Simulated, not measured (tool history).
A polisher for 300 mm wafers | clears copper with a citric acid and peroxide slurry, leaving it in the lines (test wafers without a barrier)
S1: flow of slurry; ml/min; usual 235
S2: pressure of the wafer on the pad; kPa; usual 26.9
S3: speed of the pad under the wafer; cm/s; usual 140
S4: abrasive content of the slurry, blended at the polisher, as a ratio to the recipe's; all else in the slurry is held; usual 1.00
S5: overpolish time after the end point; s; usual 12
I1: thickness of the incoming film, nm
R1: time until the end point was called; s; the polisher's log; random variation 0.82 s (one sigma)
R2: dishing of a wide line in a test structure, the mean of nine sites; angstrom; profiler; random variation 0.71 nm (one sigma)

| run | hour | S1 | S2 | S3 | S4 | S5 | I1 | R1 | R2 |
|---|---|---|---|---|---|---|---|---|---|
| 1 | 0.0 | 235 | 30.3 | 140 | 1.00 | 7 | 296.9 | 63.1 | 271 |
| 2 | 28.5 | 235 | 26.9 | 140 | 1.00 | 12 | 294.8 | 70.0 | 407 |
| 3 | 42.8 | 235 | 26.9 | 140 | 1.00 | 12 | 296.6 | 73.1 | 388 |
| 4 | 55.9 | 235 | 26.9 | 140 | 1.00 | 15 | 299.8 | 72.9 | 486 |
| 5 | 87.2 | 235 | 26.9 | 140 | 1.00 | 12 | 296.5 | 72.3 | 401 |
| 6 | 104.9 | 235 | 26.9 | 140 | 1.00 | 17 | 297.4 | 74.2 | 530 |
| 7 | 124.1 | 235 | 26.9 | 140 | 1.00 | 12 | 292.3 | 70.9 | 384 |
| 8 | 140.8 | 235 | 26.9 | 94 | 1.00 | 12 | 297.0 | 101.7 | 289 |
| 9 | 158.7 | 235 | 26.9 | 112 | 1.00 | 12 | 295.5 | 89.1 | 324 |
| 10 | 181.7 | 195 | 35.2 | 140 | 0.80 | 12 | 299.8 | 64.4 | 444 |
|  | 201.3 | worn pad replaced by a new one |
| 11 | 212.1 | 235 | 26.9 | 140 | 1.00 | 12 | 293.2 | 69.5 | 414 |
| 12 | 318.1 | 235 | 26.9 | 160 | 1.00 | 9 | 294.3 | 64.8 | 328 |
| 13 | 334.3 | 185 | 26.9 | 140 | 0.70 | 14 | 293.6 | 81.7 | 403 |
| 14 | 356.4 | 190 | 21.4 | 140 | 1.00 | 12 | 299.7 | 95.7 | 298 |
| 15 | 380.3 | 235 | 22.8 | 180 | 1.00 | 12 | 295.6 | 73.0 | 391 |
|  | 399.6 | slurry nozzle cleaned |
| 16 | 410.4 | 235 | 26.9 | 140 | 1.00 | 12 | 290.5 | 76.2 | 351 |
|  | 423.1 | head pressure recalibrated |
| 17 | 433.6 | 235 | 26.9 | 140 | 1.00 | 12 | 298.6 | 81.8 | 346 |
|  | 453.2 | worn pad replaced by a new one |
| 18 | 457.4 | 235 | 26.9 | 178 | 1.00 | 12 | 294.6 | 55.8 | 495 |
| 19 | 473.2 | 235 | 24.1 | 104 | 1.00 | 12 | 295.0 | 97.7 | 289 |
|  | 523.0 | slurry blender recalibrated |
| 20 | 538.6 | 235 | 26.9 | 126 | 0.75 | 12 | 294.6 | 80.8 | 355 |
| 21 | 570.1 | 190 | 21.4 | 140 | 1.00 | 12 | 296.0 | 90.0 | 312 |
| 22 | 585.8 | 265 | 18.6 | 162 | 1.00 | 12 | 293.8 | 91.3 | 315 |
| 23 | 607.9 | 235 | 18.6 | 184 | 1.10 | 18 | 291.9 | 80.0 | 490 |
|  | 659.6 | worn pad replaced by a new one |
| 24 | 680.4 | 235 | 23.4 | 140 | 1.00 | 18 | 294.3 | 81.2 | 520 |
| 25 | 698.6 | 190 | 32.4 | 140 | 1.10 | 9 | 294.6 | 57.1 | 373 |
| 26 | 714.3 | 235 | 26.9 | 140 | 1.00 | 10 | 294.2 | 69.2 | 350 |
| 27 | 748.3 | 155 | 26.9 | 140 | 1.00 | 12 | 293.9 | 71.8 | 395 |
| 28 | 768.7 | 235 | 26.9 | 140 | 1.00 | 12 | 296.0 | 69.8 | 400 |
| 29 | 792.9 | 235 | 30.3 | 140 | 1.20 | 12 | 294.2 | 61.7 | 460 |

3 ways to go on from here, each from the tool as it stands after run 29. What would each give?
| A | 793.4 | 235 | 26.9 | 140 | 1.15 | 12 | 300.5 | ? | ? |
| B | 793.4 | 265 | 26.9 | 140 | 1.10 | 12 | 300.5 | ? | ? |
| C | 793.4 | 295 | 26.9 | 174 | 1.30 | 18 | 300.5 | ? | ? |

| run | R1 | R2 |
|---|---|---|
| A | 70.4 | 406 |
| B | 70.4 | 405 |
| C | 55.9 | 702 |
Without the tool's hidden state the same runs would have given:
| run | R1 | R2 |
|---|---|---|
| A | 67.5 | 421 |
| B | 67.5 | 421 |
| C | 53.6 | 726 |
